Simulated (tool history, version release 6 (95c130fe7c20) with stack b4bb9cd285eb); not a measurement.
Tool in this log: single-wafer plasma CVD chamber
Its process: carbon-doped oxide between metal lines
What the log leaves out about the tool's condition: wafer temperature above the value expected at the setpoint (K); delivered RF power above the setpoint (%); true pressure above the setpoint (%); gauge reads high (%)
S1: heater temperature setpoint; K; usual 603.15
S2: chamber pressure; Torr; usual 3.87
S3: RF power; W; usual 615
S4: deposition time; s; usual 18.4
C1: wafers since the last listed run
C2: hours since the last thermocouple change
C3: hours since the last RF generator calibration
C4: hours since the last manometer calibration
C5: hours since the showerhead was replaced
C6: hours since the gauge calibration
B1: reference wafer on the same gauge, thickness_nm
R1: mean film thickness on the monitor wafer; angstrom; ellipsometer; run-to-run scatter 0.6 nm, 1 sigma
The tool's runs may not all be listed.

{"run": 1, "hour": 0.0, "S1": 603.15, "S2": 3.87, "S3": 615, "S4": 18.4, "C1": 0, "C2": 1129.4, "C3": 596.6, "C4": 1734.3, "C5": 3261.8, "C6": 238.3, "B1": 91.903, "R1": 1005.33}
{"run": 2, "hour": 23.3, "S1": 603.15, "S2": 3.87, "S3": 615, "S4": 18.4, "C1": 560, "C2": 1152.7, "C3": 619.9, "C4": 1757.6, "C5": 3285.1, "C6": 261.6, "B1": 91.823, "R1": 1004.1}
{"run": 3, "hour": 49.9, "S1": 603.15, "S2": 3.87, "S3": 615, "S4": 18.4, "C1": 639, "C2": 1179.3, "C3": 646.5, "C4": 1784.2, "C5": 3311.7, "C6": 288.2, "B1": 92.058, "R1": 1000.36}
{"run": 4, "hour": 70.5, "S1": 603.15, "S2": 3.87, "S3": 615, "S4": 18.4, "C1": 495, "C2": 1199.9, "C3": 667.1, "C4": 1804.8, "C5": 3332.3, "C6": 308.8, "B1": 91.991, "R1": 999.1}
{"run": 5, "hour": 102.3, "S1": 603.15, "S2": 4.55, "S3": 615, "S4": 18.4, "C1": 764, "C2": 1231.7, "C3": 698.9, "C4": 1836.6, "C5": 3364.1, "C6": 340.6, "B1": 91.984, "R1": 1031.33}
{"run": 6, "hour": 123.9, "S1": 603.15, "S2": 3.3, "S3": 615, "S4": 20.3, "C1": 519, "C2": 1253.3, "C3": 720.5, "C4": 1858.2, "C5": 3385.7, "C6": 362.2, "B1": 92.004, "R1": 1077.25}
{"run": 7, "hour": 148.3, "S1": 603.15, "S2": 3.3, "S3": 615, "S4": 20.3, "C1": 586, "C2": 1277.7, "C3": 744.9, "C4": 1882.6, "C5": 3410.1, "C6": 386.6, "B1": 91.979, "R1": 1061.82}
{"run": 8, "hour": 166.6, "S1": 603.15, "S2": 3.87, "S3": 615, "S4": 18.4, "C1": 439, "C2": 1296, "C3": 763.2, "C4": 1900.9, "C5": 3428.4, "C6": 404.9, "B1": 92.069, "R1": 998.74}
{"run": 9, "hour": 195.8, "S1": 603.15, "S2": 3.87, "S3": 615, "S4": 18.4, "C1": 701, "C2": 1325.2, "C3": 792.4, "C4": 1930.1, "C5": 3457.6, "C6": 434.1, "B1": 91.848, "R1": 986.67}
{"run": 10, "hour": 222.7, "S1": 603.15, "S2": 3.87, "S3": 615, "S4": 18.4, "C1": 646, "C2": 1352.1, "C3": 819.3, "C4": 1957, "C5": 3484.5, "C6": 461, "B1": 91.874, "R1": 988.38}
{"run": 11, "hour": 247.9, "S1": 603.15, "S2": 3.87, "S3": 665, "S4": 18.4, "C1": 605, "C2": 1377.3, "C3": 844.5, "C4": 1982.2, "C5": 3509.7, "C6": 486.2, "B1": 91.868, "R1": 1061.8}
{"hour": 266.0, "done": "gauge calibrated"}
{"run": 12, "hour": 282.0, "S1": 597.15, "S2": 3.87, "S3": 585, "S4": 18.4, "C1": 819, "C2": 1411.4, "C3": 878.6, "C4": 2016.3, "C5": 3543.8, "C6": 16, "B1": 91.943, "R1": 963.9}
{"hour": 302.3, "done": "capacitance manometer re-zeroed and calibrated"}
{"run": 13, "hour": 316.3, "S1": 608.15, "S2": 4.75, "S3": 615, "S4": 21, "C1": 632, "C2": 1445.7, "C3": 912.9, "C4": 14, "C5": 3578.1, "C6": 50.3, "B1": 91.993, "R1": 1155.85}
{"run": 14, "hour": 334.9, "S1": 603.15, "S2": 3.45, "S3": 615, "S4": 21.2, "C1": 447, "C2": 1464.3, "C3": 931.5, "C4": 32.6, "C5": 3596.7, "C6": 68.9, "B1": 91.927, "R1": 1128.4}
{"run": 15, "hour": 354.9, "S1": 590.15, "S2": 3.87, "S3": 655, "S4": 18.4, "C1": 480, "C2": 1484.3, "C3": 951.5, "C4": 52.6, "C5": 3616.7, "C6": 88.9, "B1": 91.985, "R1": 1116.06}
{"hour": 392.1, "done": "showerhead replaced"}
{"run": 16, "hour": 392.6, "S1": 597.15, "S2": 4.64, "S3": 585, "S4": 16.9, "C1": 713, "C2": 1522, "C3": 989.2, "C4": 90.3, "C5": 0.5, "C6": 126.6, "B1": 91.968, "R1": 915.69}
{"run": 17, "hour": 416.0, "S1": 593.15, "S2": 3.87, "S3": 645, "S4": 16.4, "C1": 562, "C2": 1545.4, "C3": 1012.6, "C4": 113.7, "C5": 23.9, "C6": 150, "B1": 91.809, "R1": 955.83}
{"run": 18, "hour": 439.3, "S1": 617.15, "S2": 3.87, "S3": 505, "S4": 15.8, "C1": 560, "C2": 1568.7, "C3": 1035.9, "C4": 137, "C5": 47.2, "C6": 173.3, "B1": 92.069, "R1": 649.32}
{"run": 19, "hour": 465.1, "S1": 603.15, "S2": 3.87, "S3": 615, "S4": 18.4, "C1": 620, "C2": 1594.5, "C3": 1061.7, "C4": 162.8, "C5": 73, "C6": 199.1, "B1": 91.866, "R1": 988.41}
{"hour": 485.8, "done": "thermocouple changed; heater temperature recalibrated"}
{"hour": 494.1, "done": "RF generator calibrated"}
{"run": 20, "hour": 494.6, "S1": 597.15, "S2": 4.64, "S3": 585, "S4": 16.9, "C1": 324, "C2": 8.8, "C3": 0.5, "C4": 192.3, "C5": 102.5, "C6": 228.6, "B1": 92.069, "R1": 987.1}
{"run": 21, "hour": 500.0, "S1": 608.15, "S2": 3.87, "S3": 720, "S4": 16.4, "C1": 129, "C2": 14.2, "C3": 5.9, "C4": 197.7, "C5": 107.9, "C6": 234, "B1": 92.081, "R1": 1073.72}
{"run": 22, "hour": 532.9, "S1": 598.15, "S2": 3.87, "S3": 615, "S4": 15.3, "C1": 790, "C2": 47.1, "C3": 38.8, "C4": 230.6, "C5": 140.8, "C6": 266.9, "B1": 92.072, "R1": 910.84}
{"run": 23, "hour": 622.5, "S1": 615.15, "S2": 4.16, "S3": 510, "S4": 21.9, "C1": 2153, "C2": 136.7, "C3": 128.4, "C4": 320.2, "C5": 230.4, "C6": 356.5, "B1": 92.114, "R1": 989.13}

Below are 3 alternative next runs, each starting from the tool's condition after run 23. Predict each:
{"run": "A", "hour": 622.9, "S1": 603.15, "S2": 4.22, "S3": 615, "S4": 18.4, "C1": 9, "C2": 137.1, "C3": 128.8, "C4": 320.6, "C5": 230.8, "C6": 356.9, "B1": "?", "R1": "?"}
{"run": "B", "hour": 622.9, "S1": 603.15, "S2": 3.87, "S3": 560, "S4": 18.4, "C1": 9, "C2": 137.1, "C3": 128.8, "C4": 320.6, "C5": 230.8, "C6": 356.9, "B1": "?", "R1": "?"}
{"run": "C", "hour": 622.9, "S1": 603.15, "S2": 3.87, "S3": 725, "S4": 18.4, "C1": 9, "C2": 137.1, "C3": 128.8, "C4": 320.6, "C5": 230.8, "C6": 356.9, "B1": "?", "R1": "?"}

run=A B1=92.166 R1=1060.28
run=B B1=92.166 R1=955.49
run=C B1=92.166 R1=1210.33
Without the tool's hidden state the same runs would have given:
run=A R1=1096.92
run=B R1=989.44
run=C R1=1251.27
